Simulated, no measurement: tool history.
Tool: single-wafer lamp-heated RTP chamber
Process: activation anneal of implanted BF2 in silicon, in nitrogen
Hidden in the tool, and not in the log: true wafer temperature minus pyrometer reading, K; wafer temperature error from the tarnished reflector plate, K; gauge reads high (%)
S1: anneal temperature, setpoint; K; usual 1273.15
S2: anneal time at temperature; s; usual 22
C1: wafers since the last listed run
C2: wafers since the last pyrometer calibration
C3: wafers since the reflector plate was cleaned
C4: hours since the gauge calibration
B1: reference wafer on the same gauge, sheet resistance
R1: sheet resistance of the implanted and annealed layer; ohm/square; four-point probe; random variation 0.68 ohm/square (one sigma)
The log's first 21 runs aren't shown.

run	hour	S1	S2	C1	C2	C3	C4	B1	R1
# hour 314.7: gauge calibrated
22	327.4	1251.15	11	191	526	14564	12.7	489.87	463.18
23	333.5	1273.15	22	73	600	14638	18.8	490.08	457.08
# hour 349: reflector plate cleaned
24	349.5	1282.15	10	96	696	5	34.8	490.23	459.9
25	357.6	1300.15	22	97	794	103	42.9	490.17	455.44
26	375.1	1265.15	29	210	1005	314	60.4	490.39	456.59
27	385.8	1261.15	31	128	1134	443	71.1	490.55	457.4
28	393.3	1273.15	22	90	1224	533	78.6	490.57	457.45
29	399.4	1296.15	22	73	1298	606	84.7	490.73	455.72
30	417.2	1257.15	22	214	1512	821	102.5	490.68	458.49
31	427.5	1246.15	15	124	1636	945	112.8	490.76	466.88
32	442.5	1273.15	22	180	1817	1126	127.8	490.98	458.83
33	457.4	1293.15	22	179	1997	1306	142.7	491.16	456.78
34	482.1	1273.15	32	297	2295	1603	167.4	491.63	455.45
35	491.1	1286.15	22	108	2403	1712	176.4	491.51	456.22
36	504.7	1302.15	11	163	2567	1876	190	491.5	461.86

Forecast each of these 5 alternatives for the next run:
A	505.1	1282.15	22	4	2572	1881	190.4	?	?
B	505.1	1273.15	14	4	2572	1881	190.4	?	?
C	505.1	1284.15	22	4	2572	1881	190.4	?	?
D	505.1	1259.15	22	4	2572	1881	190.4	?	?
E	505.1	1287.15	14	4	2572	1881	190.4	?	?

run	B1	R1
A	491.79	457.54
B	491.79	459.81
C	491.79	457.48
D	491.79	460.39
E	491.79	459.9
Without the tool's hidden state the same runs would have given:
run	R1
A	456.13
B	458.39
C	456.07
D	458.97
E	458.47
